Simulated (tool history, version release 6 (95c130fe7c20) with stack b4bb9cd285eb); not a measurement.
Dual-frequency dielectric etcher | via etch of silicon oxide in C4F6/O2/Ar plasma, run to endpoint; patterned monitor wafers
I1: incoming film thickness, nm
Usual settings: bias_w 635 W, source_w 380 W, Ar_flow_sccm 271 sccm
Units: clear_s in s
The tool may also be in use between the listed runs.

Run 1, hour 0.0: usual settings; I1 114.4. Result: clear_s 21.5 s.
Run 2, hour 7.9: usual settings; I1 113.3. Result: clear_s 21.2 s.
Run 3, hour 20.9: usual settings; I1 113.9. Result: clear_s 21.4 s.
Run 4, hour 32.9: usual settings; I1 114.2. Result: clear_s 21.4 s.
Run 5, hour 48.5: usual settings; I1 113.4. Result: clear_s 21.3 s.
Run 6, hour 64.9: usual settings; I1 113.9. Result: clear_s 21.4 s.
Run 7, hour 81.1: usual settings; I1 113.8. Result: clear_s 21.3 s.
At hour 113.6: wet clean of the chamber.
Run 8, hour 114.1: usual settings; I1 115.0. Result: clear_s 21.2 s.
Run 9, hour 114.4: usual settings; I1 113.4. Result: clear_s 20.9 s.
At hour 146.3: source power generator calibrated.
At hour 155.6: Ar flow controller replaced.
At hour 155.8: upper electrode replaced.
At hour 170.8: wet clean of the chamber, repeated, since the last time left the tool worse.
Run 10, hour 171.3: usual settings but bias_w 513 W; I1 113.4. Result: clear_s 23.1 s.
Run 11, hour 171.7: usual settings but bias_w 513 W; I1 113.7. Result: clear_s 23.4 s.
Run 12, hour 172.0: usual settings; I1 114.9. Result: clear_s 22.0 s.
Run 13, hour 172.3: usual settings but bias_w 770 W, source_w 410 W, Ar_flow_sccm 253 sccm; I1 114.1. Result: clear_s 19.7 s.
Run 14, hour 183.5: usual settings but bias_w 570 W, source_w 290 W, Ar_flow_sccm 204 sccm; I1 113.3. Result: clear_s 23.7 s.
Run 15, hour 194.0: usual settings; I1 113.6. Result: clear_s 21.7 s.
Run 16, hour 209.4: usual settings; I1 113.8. Result: clear_s 21.7 s.
Run 17, hour 225.9: usual settings; I1 112.4. Result: clear_s 21.5 s.
At hour 233.0: bias power generator calibrated.
Run 18, hour 241.8: usual settings but bias_w 720 W, source_w 340 W; I1 114.3. Result: clear_s 21.8 s.
Run 19, hour 249.6: usual settings but bias_w 723 W, source_w 340 W, Ar_flow_sccm 330 sccm; I1 112.9. Result: clear_s 22.2 s.
Run 20, hour 261.5: usual settings but bias_w 687 W, source_w 290 W; I1 113.2. Result: clear_s 23.1 s.
Run 21, hour 277.7: usual settings but bias_w 740 W, source_w 310 W; I1 113.6. Result: clear_s 22.1 s.
Run 22, hour 291.8: usual settings but source_w 450 W, Ar_flow_sccm 207 sccm; I1 114.3. Result: clear_s 19.4 s.
Run 23, hour 308.0: usual settings but source_w 310 W; I1 112.7. Result: clear_s 23.0 s.
Run 24, hour 317.5: usual settings but bias_w 483 W; I1 114.6. Result: clear_s 23.8 s.
Run 25, hour 331.5: usual settings but bias_w 491 W, Ar_flow_sccm 317 sccm; I1 113.6. Result: clear_s 24.0 s.

The tool's hidden state at each run:
bias power that arrives over what is set, %: 0 in every run
source power that arrives over what is set, %: 0 in every run
Ar flow that arrives over what is set, %: 0 in every run
H1: etch rate over this chamber's usual, %
run       H1
  1     1.86
  2     1.92
  3        2
  4     2.08
  5     2.19
  6      2.3
  7      2.4
  8      4.3
  9     4.31
 10  -0.0333
 11  -0.0307
 12  -0.0287
 13  -0.0267
 14    0.048
 15    0.118
 16    0.221
 17    0.331
 18    0.437
 19    0.489
 20    0.568
 21    0.676
 22     0.77
 23    0.878
 24    0.941
 25     1.03

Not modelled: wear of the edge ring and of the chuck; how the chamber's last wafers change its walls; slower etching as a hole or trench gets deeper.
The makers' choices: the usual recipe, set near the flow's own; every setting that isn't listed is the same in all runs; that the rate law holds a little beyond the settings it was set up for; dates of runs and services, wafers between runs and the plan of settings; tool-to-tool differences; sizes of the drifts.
